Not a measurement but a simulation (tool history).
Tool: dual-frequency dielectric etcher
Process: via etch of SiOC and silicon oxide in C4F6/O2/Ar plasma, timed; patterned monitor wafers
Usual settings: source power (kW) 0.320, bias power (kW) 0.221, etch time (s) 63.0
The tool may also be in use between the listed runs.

run   hour  source power (kW)  bias power (kW)  etch time (s)  wafers since the last listed run  hours since the last wet clean  hours since the last source power generator calibration  hours since the last bias power generator calibration  hours since the last upper electrode change  hours since the gauge calibration  read-back reference wafer on the same gauge, depth_nm  mean etch depth across the wafer (Å)
  1    0.0              0.320            0.239           63.0                                 0                           224.9                                                   1383.3                                                 4798.2                                       3731.2                               70.4                                                   91.7                                   798
  2   15.1              0.320            0.239           63.0                               184                           240.0                                                   1398.4                                                 4813.3                                       3746.3                               85.5                                                   91.8                                   801
  3   27.6              0.320            0.221           63.0                               152                           252.5                                                   1410.9                                                 4825.8                                       3758.8                               98.0                                                   91.8                                   775
  4   43.8              0.270            0.238           63.0                               197                           268.7                                                   1427.1                                                 4842.0                                       3775.0                              114.2                                                   91.8                                   723
  5   60.0              0.270            0.238           63.0                               197                           284.9                                                   1443.3                                                 4858.2                                       3791.2                              130.4                                                   91.8                                   727
  6  100.0              0.320            0.188           63.0                               487                           324.9                                                   1483.3                                                 4898.2                                       3831.2                              170.4                                                   91.8                                   749
  7  115.9              0.320            0.188           63.0                               193                           340.8                                                   1499.2                                                 4914.1                                       3847.1                              186.3                                                   91.8                                   749
     124.3  -- bias power generator calibrated
  8  126.6              0.320            0.188           63.0                                81                           351.5                                                   1509.9                                                    2.3                                       3857.8                              197.0                                                   91.8                                   747
  9  141.7              0.320            0.221           63.0                               184                           366.6                                                   1525.0                                                   17.4                                       3872.9                              212.1                                                   91.8                                   781
 10  148.1              0.320            0.221           63.0                                78                           373.0                                                   1531.4                                                   23.8                                       3879.3                              218.5                                                   91.8                                   788
     156.9  -- source power generator calibrated
 11  157.4              0.360            0.221           63.0                                64                           382.3                                                      0.5                                                   33.1                                       3888.6                              227.8                                                   91.9                                   838
 12  166.4              0.360            0.221           63.0                               109                           391.3                                                      9.5                                                   42.1                                       3897.6                              236.8                                                   91.8                                   835
     198.9  -- wet clean of the chamber
 13  199.4              0.360            0.221           63.0                               109                             0.5                                                     42.5                                                   75.1                                       3930.6                              269.8                                                   91.8                                   810
 14  199.8              0.320            0.205           63.0                                 4                             0.9                                                     42.9                                                   75.5                                       3931.0                              270.2                                                   91.9                                   748
 15  205.4              0.320            0.205           63.0                                68                             6.5                                                     48.5                                                   81.1                                       3936.6                              275.8                                                   91.8                                   747
     226.7  -- gauge calibrated
     234.9  -- upper electrode replaced
 16  235.4              0.320            0.221           63.0                                73                            36.5                                                     78.5                                                  111.1                                          0.5                                8.7                                                   91.9                                   762
 17  235.7              0.240            0.203           63.0                                 3                            36.8                                                     78.8                                                  111.4                                          0.8                                9.0                                                   91.7                                   632
 18  236.0              0.240            0.221           69.5                                 3                            37.1                                                     79.1                                                  111.7                                          1.1                                9.3                                                   91.8                                   716
 19  246.7              0.340            0.221           79.5                               130                            47.8                                                     89.8                                                  122.4                                         11.8                               20.0                                                   91.7                                   997
 20  252.8              0.320            0.221           63.0                                74                            53.9                                                     95.9                                                  128.5                                         17.9                               26.1                                                   91.8                                   766
 21  264.5              0.390            0.237           49.5                               142                            65.6                                                    107.6                                                  140.2                                         29.6                               37.8                                                   91.8                                   680
 22  274.9              0.320            0.199           78.5                               126                            76.0                                                    118.0                                                  150.6                                         40.0                               48.2                                                   91.8                                   925
 23  282.0              0.390            0.237           49.5                                86                            83.1                                                    125.1                                                  157.7                                         47.1                               55.3                                                   91.8                                   685
 24  293.9              0.320            0.221           63.0                               145                            95.0                                                    137.0                                                  169.6                                         59.0                               67.2                                                   91.8                                   767
 25  303.0              0.320            0.264           69.0                               110                           104.1                                                    146.1                                                  178.7                                         68.1                               76.3                                                   91.8                                   891
 26  311.4              0.400            0.221           73.5                               102                           112.5                                                    154.5                                                  187.1                                         76.5                               84.7                                                   91.7                                  1007
 27  322.7              0.320            0.221           63.0                               137                           123.8                                                    165.8                                                  198.4                                         87.8                               96.0                                                   91.8                                   772
 28  330.8              0.380            0.190           63.0                                98                           131.9                                                    173.9                                                  206.5                                         95.9                              104.1                                                   91.8                                   807
 29  343.8              0.320            0.221           63.0                               158                           144.9                                                    186.9                                                  219.5                                        108.9                              117.1                                                   91.8                                   770
 30  359.5              0.320            0.221           63.0                               191                           160.6                                                    202.6                                                  235.2                                        124.6                              132.8                                                   91.9                                   777
 31  367.1              0.370            0.221           46.0                                92                           168.2                                                    210.2                                                  242.8                                        132.2                              140.4                                                   91.8                                   608

Forecast each of these 3 alternatives for the next run:
  A  367.5              0.320            0.221           63.0                                 4                           168.6                                                    210.6                                                  243.2                                        132.6                              140.8                                                      ?                                     ?
  B  367.5              0.320            0.221           72.0                                 4                           168.6                                                    210.6                                                  243.2                                        132.6                              140.8                                                      ?                                     ?
  C  367.5              0.320            0.221           58.0                                 4                           168.6                                                    210.6                                                  243.2                                        132.6                              140.8                                                      ?                                     ?

run  read-back reference wafer on the same gauge, depth_nm  mean etch depth across the wafer (Å)
  A                                                   91.8                                   772
  B                                                   91.8                                   882
  C                                                   91.8                                   710
Without the tool's hidden state the same runs would have given:
run  mean etch depth across the wafer (Å)
  A                                   765
  B                                   874
  C                                   704

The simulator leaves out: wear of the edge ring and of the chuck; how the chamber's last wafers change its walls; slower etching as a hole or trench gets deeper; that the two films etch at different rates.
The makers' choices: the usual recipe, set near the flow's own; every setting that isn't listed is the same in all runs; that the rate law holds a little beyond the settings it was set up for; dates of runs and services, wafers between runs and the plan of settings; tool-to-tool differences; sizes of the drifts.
